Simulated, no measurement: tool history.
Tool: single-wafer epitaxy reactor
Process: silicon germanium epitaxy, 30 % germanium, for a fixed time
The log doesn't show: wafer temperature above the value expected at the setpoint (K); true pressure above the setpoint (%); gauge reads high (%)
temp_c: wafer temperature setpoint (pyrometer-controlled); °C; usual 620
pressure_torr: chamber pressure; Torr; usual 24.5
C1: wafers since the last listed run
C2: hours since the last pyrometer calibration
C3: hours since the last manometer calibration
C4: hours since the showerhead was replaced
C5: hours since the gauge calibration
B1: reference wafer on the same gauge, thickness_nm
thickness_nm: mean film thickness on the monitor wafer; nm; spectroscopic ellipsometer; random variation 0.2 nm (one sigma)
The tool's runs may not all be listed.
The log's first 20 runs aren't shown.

Run 21, day 27.000: usual settings; C1 175; C2 229.8; C3 10.6; C4 6861.4; C5 391.3; B1 92.678. Result: thickness_nm 93.122 nm.
Run 22, day 28.350: usual settings but pressure_torr 27.4 Torr; C1 564; C2 262.2; C3 43.0; C4 6893.8; C5 423.7; B1 92.859. Result: thickness_nm 96.808 nm.
Run 23, day 29.621: usual settings; C1 531; C2 292.7; C3 73.5; C4 6924.3; C5 454.2; B1 92.833. Result: thickness_nm 93.248 nm.
Run 24, day 30.317: usual settings but temp_c 626 °C, pressure_torr 26.2 Torr; C1 290; C2 309.4; C3 90.2; C4 6941.0; C5 470.9; B1 92.792. Result: thickness_nm 104.692 nm.
Run 25, day 30.850: usual settings but temp_c 635 °C, pressure_torr 18.9 Torr; C1 222; C2 322.2; C3 103.0; C4 6953.8; C5 483.7; B1 92.824. Result: thickness_nm 106.469 nm.
At day 31.200: showerhead replaced.
Run 26, day 32.271: usual settings but temp_c 610 °C; C1 454; C2 356.3; C3 137.1; C4 25.7; C5 517.8; B1 92.793. Result: thickness_nm 79.625 nm.
Run 27, day 33.375: usual settings but temp_c 624 °C, pressure_torr 29.3 Torr; C1 461; C2 382.8; C3 163.6; C4 52.2; C5 544.3; B1 92.895. Result: thickness_nm 105.072 nm.
Run 28, day 34.571: usual settings but temp_c 631 °C, pressure_torr 28.7 Torr; C1 499; C2 411.5; C3 192.3; C4 80.9; C5 573.0; B1 92.751. Result: thickness_nm 116.069 nm.
At day 35.325: gauge calibrated.
Run 29, day 35.325: usual settings; C1 315; C2 429.6; C3 210.4; C4 99.0; C5 0.0; B1 92.793. Result: thickness_nm 92.608 nm.
Run 30, day 36.800: usual settings but temp_c 609 °C, pressure_torr 20.9 Torr; C1 616; C2 465.0; C3 245.8; C4 134.4; C5 35.4; B1 92.819. Result: thickness_nm 74.233 nm.
Run 31, day 37.500: usual settings but pressure_torr 29.6 Torr; C1 292; C2 481.8; C3 262.6; C4 151.2; C5 52.2; B1 92.809. Result: thickness_nm 99.699 nm.
Run 32, day 38.308: usual settings; C1 337; C2 501.2; C3 282.0; C4 170.6; C5 71.6; B1 92.890. Result: thickness_nm 93.285 nm.
Run 33, day 38.896: usual settings but temp_c 627 °C, pressure_torr 23.1 Torr; C1 245; C2 515.3; C3 296.1; C4 184.7; C5 85.7; B1 92.748. Result: thickness_nm 101.317 nm.
Run 34, day 39.950: usual settings but temp_c 631 °C; C1 440; C2 540.6; C3 321.4; C4 210.0; C5 111.0; B1 92.880. Result: thickness_nm 109.571 nm.
Run 35, day 40.783: usual settings but temp_c 626 °C, pressure_torr 29.7 Torr; C1 348; C2 560.6; C3 341.4; C4 230.0; C5 131.0; B1 92.831. Result: thickness_nm 109.013 nm.

Forecast each of these 4 alternatives for the next run:
Run A, day 40.800: usual settings but pressure_torr 26.6 Torr; C1 6; C2 561.0; C3 341.8; C4 230.4; C5 131.4; B1 ?. Result: thickness_nm ?.
Run B, day 40.800: usual settings but temp_c 626 °C, pressure_torr 20.9 Torr; C1 6; C2 561.0; C3 341.8; C4 230.4; C5 131.4; B1 ?. Result: thickness_nm ?.
Run C, day 40.800: usual settings but pressure_torr 20.5 Torr; C1 6; C2 561.0; C3 341.8; C4 230.4; C5 131.4; B1 ?. Result: thickness_nm ?.
Run D, day 40.800: usual settings but temp_c 608 °C, pressure_torr 22.9 Torr; C1 6; C2 561.0; C3 341.8; C4 230.4; C5 131.4; B1 ?. Result: thickness_nm ?.

run      B1  thickness_nm
  A  92.794        96.006
  B  92.794        96.700
  C  92.794        87.649
  D  92.794        75.575
Without the tool's hidden state the same runs would have given:
run  thickness_nm
  A        96.006
  B        96.700
  C        87.649
  D        75.575

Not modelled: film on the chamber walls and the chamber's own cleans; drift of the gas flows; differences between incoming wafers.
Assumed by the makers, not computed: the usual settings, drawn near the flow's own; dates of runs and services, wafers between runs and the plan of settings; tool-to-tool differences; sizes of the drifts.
